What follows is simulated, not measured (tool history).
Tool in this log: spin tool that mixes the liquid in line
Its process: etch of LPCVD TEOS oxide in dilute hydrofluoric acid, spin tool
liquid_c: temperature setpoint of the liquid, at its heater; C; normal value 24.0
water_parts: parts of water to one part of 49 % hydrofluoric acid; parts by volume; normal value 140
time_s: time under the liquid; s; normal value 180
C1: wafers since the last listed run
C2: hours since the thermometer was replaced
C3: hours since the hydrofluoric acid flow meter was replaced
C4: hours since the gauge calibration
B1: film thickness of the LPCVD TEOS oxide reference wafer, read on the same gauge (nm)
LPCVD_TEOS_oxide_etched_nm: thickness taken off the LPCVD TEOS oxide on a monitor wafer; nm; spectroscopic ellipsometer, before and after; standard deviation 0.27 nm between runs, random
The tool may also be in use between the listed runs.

Run 1, hour 0.0: usual settings; C1 0; C2 265.4; C3 766.8; C4 1117.1; B1 109.99. Result: LPCVD_TEOS_oxide_etched_nm 30.11 nm.
Run 2, hour 82.7: usual settings; C1 820; C2 348.1; C3 849.5; C4 1199.8; B1 110.00. Result: LPCVD_TEOS_oxide_etched_nm 30.11 nm.
Run 3, hour 133.6: usual settings; C1 504; C2 399.0; C3 900.4; C4 1250.7; B1 110.01. Result: LPCVD_TEOS_oxide_etched_nm 31.03 nm.
Run 4, hour 196.5: usual settings; C1 624; C2 461.9; C3 963.3; C4 1313.6; B1 109.99. Result: LPCVD_TEOS_oxide_etched_nm 30.66 nm.
Run 5, hour 264.9: usual settings; C1 678; C2 530.3; C3 1031.7; C4 1382.0; B1 110.01. Result: LPCVD_TEOS_oxide_etched_nm 31.27 nm.
At hour 334.7: hydrofluoric acid flow meter replaced.
Run 6, hour 345.1: usual settings but liquid_c 27.5 C, water_parts 110 parts by volume; C1 785; C2 610.5; C3 10.4; C4 1462.2; B1 110.00. Result: LPCVD_TEOS_oxide_etched_nm 42.47 nm.
Run 7, hour 453.0: usual settings but liquid_c 27.5 C, water_parts 110 parts by volume; C1 1070; C2 718.4; C3 118.3; C4 1570.1; B1 109.97. Result: LPCVD_TEOS_oxide_etched_nm 43.51 nm.
Run 8, hour 557.6: usual settings; C1 1037; C2 823.0; C3 222.9; C4 1674.7; B1 110.03. Result: LPCVD_TEOS_oxide_etched_nm 29.20 nm.
Run 9, hour 623.4: usual settings; C1 652; C2 888.8; C3 288.7; C4 1740.5; B1 109.98. Result: LPCVD_TEOS_oxide_etched_nm 29.04 nm.
Run 10, hour 697.4: usual settings; C1 734; C2 962.8; C3 362.7; C4 1814.5; B1 109.99. Result: LPCVD_TEOS_oxide_etched_nm 29.15 nm.
At hour 734.1: thermometer replaced.
Run 11, hour 751.5: usual settings; C1 526; C2 17.4; C3 416.8; C4 1868.6; B1 109.99. Result: LPCVD_TEOS_oxide_etched_nm 29.28 nm.
Run 12, hour 804.1: usual settings but water_parts 190 parts by volume; C1 521; C2 70.0; C3 469.4; C4 1921.2; B1 110.01. Result: LPCVD_TEOS_oxide_etched_nm 20.66 nm.
Run 13, hour 904.3: usual settings but water_parts 190 parts by volume; C1 994; C2 170.2; C3 569.6; C4 2021.4; B1 110.00. Result: LPCVD_TEOS_oxide_etched_nm 20.75 nm.
Run 14, hour 958.9: usual settings but water_parts 190 parts by volume; C1 541; C2 224.8; C3 624.2; C4 2076.0; B1 109.98. Result: LPCVD_TEOS_oxide_etched_nm 20.96 nm.
Run 15, hour 1046.5: usual settings but liquid_c 21.5 C, water_parts 85 parts by volume, time_s 230 s; C1 869; C2 312.4; C3 711.8; C4 2163.6; B1 110.00. Result: LPCVD_TEOS_oxide_etched_nm 61.02 nm.
Run 16, hour 1141.8: usual settings but liquid_c 28.0 C, water_parts 170 parts by volume, time_s 100 s; C1 945; C2 407.7; C3 807.1; C4 2258.9; B1 109.97. Result: LPCVD_TEOS_oxide_etched_nm 15.64 nm.
Run 17, hour 1185.2: usual settings but liquid_c 20.0 C, time_s 280 s; C1 430; C2 451.1; C3 850.5; C4 2302.3; B1 109.99. Result: LPCVD_TEOS_oxide_etched_nm 41.47 nm.
At hour 1225.7: gauge calibrated.
Run 18, hour 1229.3: usual settings but liquid_c 21.0 C; C1 437; C2 495.2; C3 894.6; C4 3.6; B1 110.00. Result: LPCVD_TEOS_oxide_etched_nm 27.38 nm.
Run 19, hour 1279.9: usual settings but liquid_c 19.5 C, water_parts 200 parts by volume, time_s 225 s; C1 501; C2 545.8; C3 945.2; C4 54.2; B1 110.02. Result: LPCVD_TEOS_oxide_etched_nm 21.24 nm.
At hour 1311.6: hydrofluoric acid flow meter replaced.
Run 20, hour 1464.9: usual settings but liquid_c 22.5 C, water_parts 75 parts by volume, time_s 75 s; C1 1825; C2 730.8; C3 153.3; C4 239.2; B1 109.98. Result: LPCVD_TEOS_oxide_etched_nm 21.96 nm.
Run 21, hour 1544.4: usual settings but liquid_c 19.0 C, water_parts 90 parts by volume, time_s 80 s; C1 788; C2 810.3; C3 232.8; C4 318.7; B1 110.00. Result: LPCVD_TEOS_oxide_etched_nm 17.18 nm.
Run 22, hour 1629.2: usual settings but time_s 215 s; C1 841; C2 895.1; C3 317.6; C4 403.5; B1 110.01. Result: LPCVD_TEOS_oxide_etched_nm 34.56 nm.
Run 23, hour 1917.3: usual settings but water_parts 190 parts by volume; C1 2858; C2 1183.2; C3 605.7; C4 691.6; B1 110.00. Result: LPCVD_TEOS_oxide_etched_nm 20.70 nm.
Run 24, hour 1980.2: usual settings but water_parts 115 parts by volume, time_s 280 s; C1 624; C2 1246.1; C3 668.6; C4 754.5; B1 109.99. Result: LPCVD_TEOS_oxide_etched_nm 57.88 nm.
At hour 1987.8: thermometer replaced.
Run 25, hour 2075.8: usual settings but water_parts 80 parts by volume, time_s 235 s; C1 938; C2 88.0; C3 764.2; C4 850.1; B1 109.99. Result: LPCVD_TEOS_oxide_etched_nm 74.57 nm.
Run 26, hour 2113.7: usual settings; C1 375; C2 125.9; C3 802.1; C4 888.0; B1 109.98. Result: LPCVD_TEOS_oxide_etched_nm 29.99 nm.
Run 27, hour 2171.4: usual settings but liquid_c 26.0 C, water_parts 160 parts by volume; C1 572; C2 183.6; C3 859.8; C4 945.7; B1 109.99. Result: LPCVD_TEOS_oxide_etched_nm 28.62 nm.
Run 28, hour 2257.4: usual settings but liquid_c 19.5 C, water_parts 90 parts by volume, time_s 230 s; C1 853; C2 269.6; C3 945.8; C4 1031.7; B1 110.02. Result: LPCVD_TEOS_oxide_etched_nm 53.14 nm.

Forecast each of these 5 alternatives for the next run:
Run A, hour 2257.9: usual settings but water_parts 160 parts by volume; C1 4; C2 270.1; C3 946.3; C4 1032.2; B1 ?. Result: LPCVD_TEOS_oxide_etched_nm ?.
Run B, hour 2257.9: usual settings but liquid_c 19.5 C, water_parts 110 parts by volume, time_s 120 s; C1 4; C2 270.1; C3 946.3; C4 1032.2; B1 ?. Result: LPCVD_TEOS_oxide_etched_nm ?.
Run C, hour 2257.9: usual settings but liquid_c 25.5 C, water_parts 160 parts by volume; C1 4; C2 270.1; C3 946.3; C4 1032.2; B1 ?. Result: LPCVD_TEOS_oxide_etched_nm ?.
Run D, hour 2257.9: usual settings but liquid_c 22.5 C, water_parts 95 parts by volume; C1 4; C2 270.1; C3 946.3; C4 1032.2; B1 ?. Result: LPCVD_TEOS_oxide_etched_nm ?.
Run E, hour 2257.9: usual settings but water_parts 185 parts by volume, time_s 245 s; C1 4; C2 270.1; C3 946.3; C4 1032.2; B1 ?. Result: LPCVD_TEOS_oxide_etched_nm ?.

run      B1  LPCVD_TEOS_oxide_etched_nm
  A  110.03                       26.33
  B  110.03                       22.48
  C  110.03                       27.88
  D  110.03                       44.85
  E  110.03                       30.20
What these runs would have given with no unlogged condition in the tool:
run  LPCVD_TEOS_oxide_etched_nm
  A                       23.87
  B                       20.48
  C                       25.26
  D                       40.87
  E                       27.33

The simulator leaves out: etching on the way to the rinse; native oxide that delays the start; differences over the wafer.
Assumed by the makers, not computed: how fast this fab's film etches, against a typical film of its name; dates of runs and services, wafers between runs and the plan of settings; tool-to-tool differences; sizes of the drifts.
